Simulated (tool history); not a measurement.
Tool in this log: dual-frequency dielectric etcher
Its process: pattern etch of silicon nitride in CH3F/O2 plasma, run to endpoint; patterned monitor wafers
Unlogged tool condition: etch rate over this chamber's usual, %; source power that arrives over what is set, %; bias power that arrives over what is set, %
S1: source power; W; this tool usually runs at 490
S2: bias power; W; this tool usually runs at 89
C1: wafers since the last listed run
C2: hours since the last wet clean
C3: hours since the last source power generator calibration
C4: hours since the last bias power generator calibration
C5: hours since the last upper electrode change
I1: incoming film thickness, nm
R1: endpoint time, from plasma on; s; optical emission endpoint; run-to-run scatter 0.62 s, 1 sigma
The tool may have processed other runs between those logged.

run     day   S1   S2   C1     C2      C3      C4      C5    I1    R1
  1   0.000  490   72    0   20.2  3879.3  1781.4  1763.6  90.8  91.9
  2   1.833  490   84  431   64.2  3923.3  1825.4  1807.6  91.9  89.7
  3   3.412  490   84  371  102.1  3961.2  1863.3  1845.5  90.8  89.1
  4   6.250  490   84  667  170.2  4029.3  1931.4  1913.6  90.8  89.5
  5   7.688  490   96  338  204.7  4063.8  1965.9  1948.1  91.2  86.5
  6  10.533  530   89  669  273.0  4132.1  2034.2  2016.4  90.1  86.0
  7  13.142  530   89  613  335.6  4194.7  2096.8  2079.0  90.9  86.8
     15.067  -- bias power generator calibrated
  8  15.879  490   89  604  401.3  4260.4    19.5  2144.7  90.6  90.0
  9  17.871  490   89  468  449.1  4308.2    67.3  2192.5  91.2  90.3
 10  19.912  520  107  480  498.1  4357.2   116.3  2241.5  91.5  85.5
     21.550  -- wet clean of the chamber
     22.867  -- upper electrode replaced
 11  22.888  490   89  229   32.1  4428.6   187.7     0.5  90.8  85.8
     23.625  -- source power generator calibrated
 12  24.333  530   71  300   66.8    17.0   222.4    35.2  90.6  90.9
 13  26.054  580   75  404  108.1    58.3   263.7    76.5  91.2  87.8
 14  28.929  490   89  676  177.1   127.3   332.7   145.5  91.2  87.8
 15  30.608  420   80  395  217.4   167.6   373.0   185.8  90.9  94.4
 16  32.788  380   83  512  269.7   219.9   425.3   238.1  91.7  97.4
 17  35.692  490   73  683  339.4   289.6   495.0   307.8  90.1  93.7
 18  37.858  520   79  509  391.4   341.6   547.0   359.8  91.0  91.7
     39.975  -- wet clean of the chamber
 19  39.996  430   89  267    0.5   392.9   598.3   411.1  90.7  87.9

Each row is a separate what-if for the run after 19, all from the same tool condition, not one after another. Results?
  A  40.017  490  75   4  1.0  393.4  598.8  411.6  90.8   ?
  B  40.017  490  68   4  1.0  393.4  598.8  411.6  90.8   ?
  C  40.017  400  79   4  1.0  393.4  598.8  411.6  90.8   ?

run    R1
  A  89.4
  B  91.8
  C  92.3
Without the tool's unlogged condition, the same runs would have read:
run    R1
  A  90.3
  B  92.7
  C  93.2
